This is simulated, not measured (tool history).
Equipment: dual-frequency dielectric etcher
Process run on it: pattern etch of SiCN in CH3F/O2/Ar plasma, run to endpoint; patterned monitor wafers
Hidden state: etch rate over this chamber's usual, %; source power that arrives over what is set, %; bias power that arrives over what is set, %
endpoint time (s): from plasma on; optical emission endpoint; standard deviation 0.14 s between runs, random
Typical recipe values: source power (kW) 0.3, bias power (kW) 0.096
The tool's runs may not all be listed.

| run | hour | source power (kW) | bias power (kW) | wafers since the last listed run | hours since the last wet clean | hours since the last source power generator calibration | hours since the last bias power generator calibration | hours since the last upper electrode change | incoming incoming film thickness, nm | endpoint time (s) |
|---|---|---|---|---|---|---|---|---|---|---|
| 1 | 0 | 0.3 | 0.096 | 0 | 242.2 | 2355.3 | 4462.8 | 4545.5 | 10.75 | 30.3 |
| 2 | 26.5 | 0.3 | 0.096 | 241 | 268.7 | 2381.8 | 4489.3 | 4572 | 10.66 | 30 |
| 3 | 47.2 | 0.3 | 0.096 | 188 | 289.4 | 2402.5 | 4510 | 4592.7 | 10.7 | 30.1 |
| 4 | 53.9 | 0.3 | 0.096 | 60 | 296.1 | 2409.2 | 4516.7 | 4599.4 | 10.66 | 30.1 |
| 5 | 69.6 | 0.3 | 0.096 | 142 | 311.8 | 2424.9 | 4532.4 | 4615.1 | 10.63 | 30.1 |
| 6 | 80.7 | 0.3 | 0.087 | 100 | 322.9 | 2436 | 4543.5 | 4626.2 | 10.68 | 31 |
| 7 | 97.4 | 0.3 | 0.087 | 151 | 339.6 | 2452.7 | 4560.2 | 4642.9 | 10.81 | 31.9 |
| 8 | 107.9 | 0.3 | 0.096 | 95 | 350.1 | 2463.2 | 4570.7 | 4653.4 | 10.66 | 30.2 |
| 9 | 117.1 | 0.3 | 0.096 | 83 | 359.3 | 2472.4 | 4579.9 | 4662.6 | 10.66 | 30.3 |
| 10 | 128.6 | 0.3 | 0.096 | 104 | 370.8 | 2483.9 | 4591.4 | 4674.1 | 10.7 | 30.2 |
| 11 | 146.2 | 0.3 | 0.096 | 160 | 388.4 | 2501.5 | 4609 | 4691.7 | 10.75 | 30.6 |
|  | 158.8 | bias power generator calibrated |
| 12 | 160.2 | 0.36 | 0.104 | 90 | 402.4 | 2515.5 | 1.4 | 4705.7 | 10.71 | 26.9 |
| 13 | 167.9 | 0.36 | 0.104 | 70 | 410.1 | 2523.2 | 9.1 | 4713.4 | 10.62 | 26.6 |
| 14 | 184.5 | 0.26 | 0.096 | 151 | 426.7 | 2539.8 | 25.7 | 4730 | 10.72 | 33.1 |
| 15 | 197.9 | 0.26 | 0.096 | 121 | 440.1 | 2553.2 | 39.1 | 4743.4 | 10.69 | 33.3 |
| 16 | 204 | 0.25 | 0.081 | 55 | 446.2 | 2559.3 | 45.2 | 4749.5 | 10.7 | 36.4 |
| 17 | 218.9 | 0.34 | 0.096 | 135 | 461.1 | 2574.2 | 60.1 | 4764.4 | 10.73 | 28.9 |
| 18 | 234.8 | 0.3 | 0.09 | 144 | 477 | 2590.1 | 76 | 4780.3 | 10.64 | 31.2 |
| 19 | 252.4 | 0.3 | 0.096 | 160 | 494.6 | 2607.7 | 93.6 | 4797.9 | 10.75 | 30.6 |

Forecast run 20:
|  | 288.8 | upper electrode replaced |
| 20 | 289.3 | 0.37 | 0.12 | 117 | 531.5 | 2644.6 | 130.5 | 0.5 | 10.78 | ? |

endpoint time (s): 25.4
The same run, on a tool lacking any hidden state, would have yielded endpoint time (s) 24.4.

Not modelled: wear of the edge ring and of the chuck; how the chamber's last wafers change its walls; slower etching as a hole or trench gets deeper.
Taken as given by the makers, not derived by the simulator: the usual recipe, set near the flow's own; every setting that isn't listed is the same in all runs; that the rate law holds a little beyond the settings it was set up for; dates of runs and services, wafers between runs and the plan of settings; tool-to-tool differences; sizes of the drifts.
